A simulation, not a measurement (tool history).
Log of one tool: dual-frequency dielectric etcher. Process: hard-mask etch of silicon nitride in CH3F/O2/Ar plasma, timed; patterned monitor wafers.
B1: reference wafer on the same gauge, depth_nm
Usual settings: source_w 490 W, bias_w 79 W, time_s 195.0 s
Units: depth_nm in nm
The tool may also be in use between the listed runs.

{"run": 1, "hour": 0.0, "source_w": 490, "bias_w": 79, "time_s": 195.0, "B1": 156.9, "depth_nm": 153.9}
{"run": 2, "hour": 24.9, "source_w": 490, "bias_w": 79, "time_s": 195.0, "B1": 156.9, "depth_nm": 153.9}
{"run": 3, "hour": 163.2, "source_w": 490, "bias_w": 79, "time_s": 195.0, "B1": 157.2, "depth_nm": 154.2}
{"run": 4, "hour": 232.1, "source_w": 490, "bias_w": 79, "time_s": 195.0, "B1": 157.0, "depth_nm": 155.1}
{"hour": 262.3, "done": "wet clean of the chamber"}
{"run": 5, "hour": 265.6, "source_w": 490, "bias_w": 79, "time_s": 195.0, "B1": 157.0, "depth_nm": 155.2}
{"run": 6, "hour": 294.9, "source_w": 490, "bias_w": 88, "time_s": 195.0, "B1": 156.9, "depth_nm": 160.4}
{"run": 7, "hour": 354.5, "source_w": 400, "bias_w": 79, "time_s": 195.0, "B1": 157.1, "depth_nm": 137.0}
{"run": 8, "hour": 394.0, "source_w": 490, "bias_w": 72, "time_s": 195.0, "B1": 156.9, "depth_nm": 149.1}
{"run": 9, "hour": 441.2, "source_w": 490, "bias_w": 79, "time_s": 195.0, "B1": 157.2, "depth_nm": 153.8}
{"run": 10, "hour": 475.2, "source_w": 490, "bias_w": 79, "time_s": 195.0, "B1": 156.9, "depth_nm": 155.0}
{"run": 11, "hour": 504.6, "source_w": 490, "bias_w": 79, "time_s": 195.0, "B1": 157.1, "depth_nm": 154.5}
{"run": 12, "hour": 548.8, "source_w": 490, "bias_w": 79, "time_s": 195.0, "B1": 157.0, "depth_nm": 154.8}
{"hour": 577.3, "done": "upper electrode replaced"}
{"hour": 606.2, "done": "wet clean of the chamber"}
{"run": 13, "hour": 606.7, "source_w": 490, "bias_w": 79, "time_s": 195.0, "B1": 156.8, "depth_nm": 154.9}
{"run": 14, "hour": 617.6, "source_w": 490, "bias_w": 79, "time_s": 195.0, "B1": 157.2, "depth_nm": 154.7}
{"run": 15, "hour": 669.6, "source_w": 400, "bias_w": 79, "time_s": 195.0, "B1": 157.0, "depth_nm": 137.7}
{"hour": 671.0, "done": "gauge calibrated"}
{"run": 16, "hour": 734.3, "source_w": 490, "bias_w": 79, "time_s": 195.0, "B1": 156.9, "depth_nm": 154.6}
{"hour": 745.3, "done": "bias power generator calibrated"}
{"hour": 801.7, "done": "source power generator calibrated"}
{"run": 17, "hour": 804.9, "source_w": 390, "bias_w": 62, "time_s": 158.5, "B1": 157.1, "depth_nm": 98.5}
{"run": 18, "hour": 854.7, "source_w": 400, "bias_w": 88, "time_s": 195.0, "B1": 156.9, "depth_nm": 143.5}
{"run": 19, "hour": 908.2, "source_w": 490, "bias_w": 92, "time_s": 170.5, "B1": 156.9, "depth_nm": 144.0}
{"run": 20, "hour": 963.0, "source_w": 540, "bias_w": 85, "time_s": 179.0, "B1": 157.0, "depth_nm": 153.7}
{"hour": 999.8, "done": "wet clean of the chamber"}
{"run": 21, "hour": 1022.3, "source_w": 490, "bias_w": 79, "time_s": 195.0, "B1": 156.9, "depth_nm": 155.0}
{"run": 22, "hour": 1072.8, "source_w": 490, "bias_w": 63, "time_s": 195.0, "B1": 157.1, "depth_nm": 141.8}
{"run": 23, "hour": 1113.8, "source_w": 590, "bias_w": 79, "time_s": 195.0, "B1": 156.9, "depth_nm": 170.3}
{"run": 24, "hour": 1177.5, "source_w": 490, "bias_w": 79, "time_s": 195.0, "B1": 156.8, "depth_nm": 154.3}
{"run": 25, "hour": 1231.2, "source_w": 560, "bias_w": 73, "time_s": 149.0, "B1": 156.9, "depth_nm": 122.3}
{"run": 26, "hour": 1259.6, "source_w": 380, "bias_w": 69, "time_s": 195.0, "B1": 157.1, "depth_nm": 126.3}
{"run": 27, "hour": 1296.4, "source_w": 490, "bias_w": 97, "time_s": 249.0, "B1": 156.8, "depth_nm": 214.9}
{"run": 28, "hour": 1344.9, "source_w": 490, "bias_w": 93, "time_s": 246.0, "B1": 157.3, "depth_nm": 209.6}

3 ways to go on from here, each from the tool as it stands after run 28. What would each give?
{"run": "A", "hour": 1345.4, "source_w": 490, "bias_w": 79, "time_s": 195.0, "B1": "?", "depth_nm": "?"}
{"run": "B", "hour": 1345.4, "source_w": 490, "bias_w": 63, "time_s": 220.0, "B1": "?", "depth_nm": "?"}
{"run": "C", "hour": 1345.4, "source_w": 430, "bias_w": 73, "time_s": 221.0, "B1": "?", "depth_nm": "?"}

run=A B1=156.8 depth_nm=152.9
run=B B1=156.8 depth_nm=157.2
run=C B1=156.8 depth_nm=155.8
Without the tool's hidden state the same runs would have given:
run=A depth_nm=152.9
run=B depth_nm=157.2
run=C depth_nm=155.8
